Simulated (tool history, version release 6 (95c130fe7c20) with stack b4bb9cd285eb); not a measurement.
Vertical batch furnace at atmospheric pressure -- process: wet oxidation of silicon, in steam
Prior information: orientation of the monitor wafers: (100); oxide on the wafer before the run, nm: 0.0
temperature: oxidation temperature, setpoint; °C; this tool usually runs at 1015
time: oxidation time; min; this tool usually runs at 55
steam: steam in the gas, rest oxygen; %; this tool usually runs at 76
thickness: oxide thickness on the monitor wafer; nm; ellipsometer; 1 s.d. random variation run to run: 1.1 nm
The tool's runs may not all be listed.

run	hour	temperature	time	steam	wafers since the last listed run	hours since the last temperature calibration	hours since the steam generator was serviced	hours since the gauge calibration	read-back reference wafer on the same gauge, thickness	thickness
1	0	1027	55	76	0	1042.5	1517.1	272.8	413.19	375.13
2	57.2	1027	55	76	920	1099.7	1574.3	330	413.55	373.74
3	75.6	1015	55	76	296	1118.1	1592.7	348.4	413.2	344.71
4	108.3	1015	55	76	526	1150.8	1625.4	381.1	412.85	345.37
5	122.2	1015	55	76	223	1164.7	1639.3	395	412.81	344.97
6	145.6	1015	55	76	376	1188.1	1662.7	418.4	413.04	346
7	181.2	1015	55	76	573	1223.7	1698.3	454	413.13	344.64
8	202.1	1015	55	76	336	1244.6	1719.2	474.9	413.37	344.05
9	229.9	1015	55	76	447	1272.4	1747	502.7	412.99	345.81
10	243.5	1015	55	76	218	1286	1760.6	516.3	412.97	345.39
11	260.2	1001	55	76	268	1302.7	1777.3	533	413.03	310.91
12	275.5	1003	55	76	246	1318	1792.6	548.3	413.32	315.85
13	308.4	1015	55	76	529	1350.9	1825.5	581.2	413.02	345.05
14	320.5	1015	55	76	194	1363	1837.6	593.3	413.08	345.39
15	337.9	1033	55	76	280	1380.4	1855	610.7	413.19	389.62
# hour 374.5: thermocouples replaced and temperature profile calibrated
16	375	1015	55	76	210	0.5	1892.1	647.8	412.8	332.52
17	391.4	1031	55	65	264	16.9	1908.5	664.2	413.14	335.48
# hour 437.9: steam generator serviced
18	438.4	1015	55	71	370	63.9	0.5	711.2	413.35	329.93
19	443	1015	55	76	74	68.5	5.1	715.8	413.15	347.02
20	447.5	1015	55	76	72	73	9.6	720.3	412.75	346.45
21	463	1000	68	83	249	88.5	25.1	735.8	413.2	382.45
22	494.7	1031	31	85	510	120.2	56.8	767.5	412.72	282.1
# hour 511.5: gauge calibrated
23	511.9	999	82	65	276	137.4	74	0.4	413.2	366.55
24	528.5	1003	55	76	267	154	90.6	17	413.48	316.87
25	546.5	1003	55	76	289	172	108.6	35	412.83	316.43
26	573.1	1015	55	76	428	198.6	135.2	61.6	412.95	347.27
27	596.2	1028	68.5	70	371	221.7	158.3	84.7	413.13	412.62
28	626.9	998	55	76	494	252.4	189	115.4	413.19	305.5
29	652.1	1030	55	76	405	277.6	214.2	140.6	413.68	383.18
30	677.1	1025	55	72	402	302.6	239.2	165.6	413.02	358.34

List, for all runs, the conditions of the tool that the log does not record:
gauge reads high (%): 0 across all the runs
H1: true tube temperature minus thermocouple reading, K
H2: steam share off its setpoint, % of the setpoint
run	H1	H2
1	3.79	-5.44
2	3.97	-5.62
3	4.03	-5.68
4	4.14	-5.78
5	4.18	-5.82
6	4.26	-5.9
7	4.37	-6.01
8	4.44	-6.08
9	4.53	-6.17
10	4.58	-6.21
11	4.63	-6.26
12	4.68	-6.31
13	4.78	-6.41
14	4.82	-6.45
15	4.88	-6.51
16	0.0201	-6.63
17	0.073	-6.68
18	0.225	-1.17
19	0.24	-1.18
20	0.254	-1.2
21	0.304	-1.25
22	0.406	-1.35
23	0.462	-1.4
24	0.516	-1.45
25	0.574	-1.51
26	0.66	-1.59
27	0.734	-1.67
28	0.833	-1.76
29	0.915	-1.84
30	0.995	-1.92
